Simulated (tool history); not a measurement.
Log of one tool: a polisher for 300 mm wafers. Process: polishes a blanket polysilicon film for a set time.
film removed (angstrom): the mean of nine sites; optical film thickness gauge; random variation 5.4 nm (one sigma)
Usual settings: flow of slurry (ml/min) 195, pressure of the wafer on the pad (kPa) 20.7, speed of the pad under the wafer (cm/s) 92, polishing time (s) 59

| run | hour | flow of slurry (ml/min) | pressure of the wafer on the pad (kPa) | speed of the pad under the wafer (cm/s) | polishing time (s) | wafers since the last listed run | wafers polished on this pad | hours since the slurry nozzle was cleaned | hours since the head pressure was calibrated | incoming thickness of the incoming film, nm | film removed (angstrom) |
|---|---|---|---|---|---|---|---|---|---|---|---|
| 1 | 0.0 | 195 | 20.7 | 92 | 59 | 0 | 805 | 321.1 | 805.9 | 2294.1 | 4343 |
|  | 4.9 | slurry nozzle cleaned |
| 2 | 9.9 | 195 | 20.7 | 92 | 59 | 54 | 860 | 5.0 | 815.8 | 2286.6 | 4439 |
|  | 18.4 | worn pad replaced by a new one |
| 3 | 20.9 | 195 | 20.7 | 92 | 59 | 42 | 15 | 16.0 | 826.8 | 2291.2 | 4460 |
| 4 | 35.8 | 195 | 20.7 | 92 | 59 | 90 | 106 | 30.9 | 841.7 | 2316.3 | 4412 |
| 5 | 52.4 | 195 | 24.8 | 92 | 45 | 101 | 207 | 47.5 | 858.3 | 2308.0 | 3870 |
| 6 | 78.4 | 195 | 20.7 | 92 | 59 | 158 | 366 | 73.5 | 884.3 | 2312.4 | 4351 |
| 7 | 88.7 | 195 | 20.7 | 92 | 59 | 62 | 429 | 83.8 | 894.6 | 2340.4 | 4457 |
| 8 | 98.9 | 195 | 20.7 | 92 | 59 | 62 | 491 | 94.0 | 904.8 | 2280.9 | 4299 |
| 9 | 110.2 | 195 | 20.7 | 92 | 59 | 68 | 560 | 105.3 | 916.1 | 2298.9 | 4304 |
| 10 | 128.0 | 195 | 20.7 | 92 | 59 | 108 | 669 | 123.1 | 933.9 | 2301.2 | 4378 |
|  | 136.4 | worn pad replaced by a new one |
| 11 | 142.5 | 195 | 20.7 | 92 | 59 | 64 | 37 | 137.6 | 948.4 | 2335.0 | 4344 |
| 12 | 157.5 | 195 | 20.7 | 92 | 59 | 91 | 129 | 152.6 | 963.4 | 2339.8 | 4366 |
| 13 | 169.3 | 195 | 20.7 | 92 | 59 | 72 | 201 | 164.4 | 975.2 | 2304.9 | 4410 |
| 14 | 181.5 | 195 | 20.7 | 92 | 59 | 74 | 275 | 176.6 | 987.4 | 2293.3 | 4449 |
| 15 | 233.4 | 195 | 20.7 | 92 | 59 | 316 | 592 | 228.5 | 1039.3 | 2311.6 | 4428 |
| 16 | 245.5 | 195 | 20.7 | 92 | 59 | 73 | 666 | 240.6 | 1051.4 | 2338.6 | 4428 |
| 17 | 253.1 | 195 | 20.7 | 92 | 69 | 46 | 712 | 248.2 | 1059.0 | 2301.3 | 5168 |
| 18 | 268.5 | 195 | 20.7 | 106 | 80 | 94 | 806 | 263.6 | 1074.4 | 2318.9 | 6791 |
|  | 285.5 | worn pad replaced by a new one |
| 19 | 286.1 | 195 | 20.7 | 92 | 59 | 83 | 3 | 281.2 | 1092.0 | 2298.9 | 4329 |
| 20 | 302.1 | 195 | 26.9 | 92 | 47 | 97 | 101 | 297.2 | 1108.0 | 2346.7 | 4435 |
| 21 | 315.5 | 255 | 26.9 | 80 | 43 | 81 | 183 | 310.6 | 1121.4 | 2339.2 | 3615 |
|  | 324.9 | head pressure recalibrated |
| 22 | 328.5 | 125 | 16.5 | 124 | 66 | 67 | 250 | 323.6 | 3.6 | 2305.0 | 5035 |
| 23 | 342.3 | 195 | 20.7 | 92 | 59 | 84 | 334 | 337.4 | 17.4 | 2309.4 | 4377 |
| 24 | 348.7 | 195 | 20.7 | 92 | 59 | 39 | 373 | 343.8 | 23.8 | 2288.6 | 4332 |
|  | 352.2 | slurry nozzle cleaned |
| 25 | 356.1 | 195 | 17.9 | 116 | 59 | 39 | 412 | 3.9 | 31.2 | 2304.5 | 4942 |
| 26 | 362.7 | 195 | 20.7 | 92 | 59 | 40 | 453 | 10.5 | 37.8 | 2293.0 | 4420 |
| 27 | 371.7 | 135 | 20.7 | 104 | 67 | 54 | 508 | 19.5 | 46.8 | 2312.2 | 5275 |
| 28 | 384.1 | 195 | 20.7 | 92 | 59 | 75 | 583 | 31.9 | 59.2 | 2327.2 | 4385 |
| 29 | 390.7 | 250 | 24.1 | 92 | 46 | 40 | 624 | 38.5 | 65.8 | 2298.8 | 4050 |
| 30 | 405.0 | 175 | 15.9 | 92 | 65 | 87 | 711 | 52.8 | 80.1 | 2274.7 | 3844 |
| 31 | 416.3 | 170 | 16.5 | 92 | 59 | 68 | 780 | 64.1 | 91.4 | 2304.3 | 3531 |
|  | 424.5 | worn pad replaced by a new one |
| 32 | 427.9 | 195 | 20.7 | 110 | 40 | 46 | 20 | 75.7 | 103.0 | 2257.3 | 3546 |
| 33 | 445.7 | 170 | 20.7 | 92 | 50 | 108 | 129 | 93.5 | 120.8 | 2342.1 | 3718 |
| 34 | 454.4 | 225 | 26.2 | 110 | 59 | 53 | 182 | 102.2 | 129.5 | 2283.0 | 6595 |
| 35 | 465.5 | 195 | 20.7 | 92 | 59 | 67 | 250 | 113.3 | 140.6 | 2284.0 | 4353 |
| 36 | 476.4 | 195 | 14.5 | 92 | 73 | 66 | 316 | 124.2 | 151.5 | 2283.4 | 4117 |
| 37 | 484.6 | 240 | 20.7 | 92 | 59 | 50 | 366 | 132.4 | 159.7 | 2306.5 | 4469 |
| 38 | 497.5 | 225 | 25.5 | 92 | 59 | 78 | 445 | 145.3 | 172.6 | 2306.4 | 5306 |

The tool's hidden state at each run:
removal rate lost through wear of the pad, %: 0 in every run
slurry flow missing at the pad, %: 0 in every run
deviation of the head's pressure from its setpoint, %: 0 in every run
